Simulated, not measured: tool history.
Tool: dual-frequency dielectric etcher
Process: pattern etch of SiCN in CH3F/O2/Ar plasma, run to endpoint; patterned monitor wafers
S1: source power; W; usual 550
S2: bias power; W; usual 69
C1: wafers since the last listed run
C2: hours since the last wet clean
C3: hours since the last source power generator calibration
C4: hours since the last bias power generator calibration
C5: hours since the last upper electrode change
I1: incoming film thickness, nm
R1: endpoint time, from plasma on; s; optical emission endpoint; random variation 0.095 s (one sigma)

run,day,S1,S2,C1,C2,C3,C4,C5,I1,R1
1,0.000,630,61,0,282.4,2906.0,2394.8,1874.7,12.78,26.3
2,0.312,630,61,121,289.9,2913.5,2402.3,1882.2,12.86,26.5
3,0.721,630,61,159,299.7,2923.3,2412.1,1892.0,12.68,26.0
4,1.462,550,69,289,317.5,2941.1,2429.9,1909.8,12.86,27.7
5,1.825,550,69,141,326.2,2949.8,2438.6,1918.5,12.83,27.6
6,2.333,550,74,198,338.4,2962.0,2450.8,1930.7,12.76,27.1
# day 3.038: bias power generator calibrated
7,3.058,550,74,217,355.8,2979.4,0.5,1948.1,12.78,27.0
8,3.208,480,57,58,359.4,2983.0,4.1,1951.7,12.87,31.1
# day 3.921: source power generator calibrated
# day 4.375: wet clean of the chamber
# day 4.425: upper electrode replaced
9,4.446,550,69,220,1.7,12.6,33.8,0.5,12.94,29.1
10,4.462,620,84,6,2.1,13.0,34.2,0.9,12.82,25.8
11,4.475,600,53,4,2.4,13.3,34.5,1.2,12.75,28.6
12,4.554,420,69,30,4.3,15.2,36.4,3.1,12.81,34.0
13,4.954,440,69,156,13.9,24.8,46.0,12.7,12.83,33.1
14,5.362,550,59,159,23.7,34.6,55.8,22.5,12.72,29.3
15,5.638,460,86,107,30.3,41.2,62.4,29.1,12.79,30.1

Some steps in R1 between neighbouring runs. How much of each would the tool show without its hidden state too (settings, what came in, random variation), and how much is left for the hidden state, with any gauge scatter that isn't in both results?
The hidden state here: etch rate over this chamber's usual, %; source power that arrives over what is set, %; bias power that arrives over what is set, %.
Run 8 -> 9: S1 480 -> 550, S2 57 -> 69, source power generator calibrated, wet clean of the chamber, upper electrode replaced. R1 -2.0 s: hidden state +1.4, all else -3.4.
Run 11 -> 12: S1 600 -> 420, S2 53 -> 69. R1 +5.4 s: hidden state +0.1, all else +5.3.
